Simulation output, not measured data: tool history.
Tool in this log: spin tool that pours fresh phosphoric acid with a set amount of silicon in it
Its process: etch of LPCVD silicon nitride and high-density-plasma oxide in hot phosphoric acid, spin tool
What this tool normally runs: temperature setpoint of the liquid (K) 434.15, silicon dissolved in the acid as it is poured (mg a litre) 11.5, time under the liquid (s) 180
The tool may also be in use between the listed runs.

run	hour	temperature setpoint of the liquid (K)	silicon dissolved in the acid as it is poured (mg a litre)	time under the liquid (s)	read-back film thickness of the LPCVD silicon nitride reference wafer, read on the same gauge (nm)	thickness taken off the LPCVD silicon nitride on a monitor wafer (angstrom)
1	0	434.15	14.5	180	140.03	158.2
2	96.6	432.65	11.5	180	140.01	151
3	176.7	432.65	14	180	139.99	150.7
4	267.4	434.15	11.5	180	140.01	158.2
5	378.4	435.65	8.5	180	140.01	164.7
6	437.6	435.65	8.5	180	139.99	164.6
# hour 453.8: thermometer replaced
7	494.7	434.15	11.5	180	139.98	157
8	535.8	434.15	11.5	180	140	156.4
9	639	434.15	8	120	139.98	104.3
# hour 661.4: gauge calibrated
10	743.5	434.15	11.5	280	139.99	241.7
11	826.4	431.65	9	180	140	143.5
# hour 853.5: heated supply line repaired
12	873.4	433.15	11.5	180	139.99	154.5
# hour 889.5: dissolved silicon flow meter replaced
13	952	433.15	5.5	180	140.03	154.4
14	1051.6	434.15	11.5	180	139.96	157.9
15	1112.1	435.65	15	180	140.01	166.6
16	1186.5	434.15	11.5	180	139.98	157.6
17	1247.1	432.65	15.5	135	139.99	112.5

Each row is a separate what-if for the run after 17, all from the same tool condition, not one after another. Results?
A	1247.6	434.15	11.5	105	?	?
B	1247.6	435.65	18.5	245	?	?
C	1247.6	436.15	8.5	70	?	?
D	1247.6	431.15	5	180	?	?
E	1247.6	434.15	8	180	?	?

run	read-back film thickness of the LPCVD silicon nitride reference wafer, read on the same gauge (nm)	thickness taken off the LPCVD silicon nitride on a monitor wafer (angstrom)
A	139.99	92.4
B	139.99	226.8
C	139.99	65.9
D	139.99	143.2
E	139.99	158.5
What these runs would have given with no unlogged condition in the tool:
run	thickness taken off the LPCVD silicon nitride on a monitor wafer (angstrom)
A	93.3
B	228.9
C	66.5
D	144.6
E	160
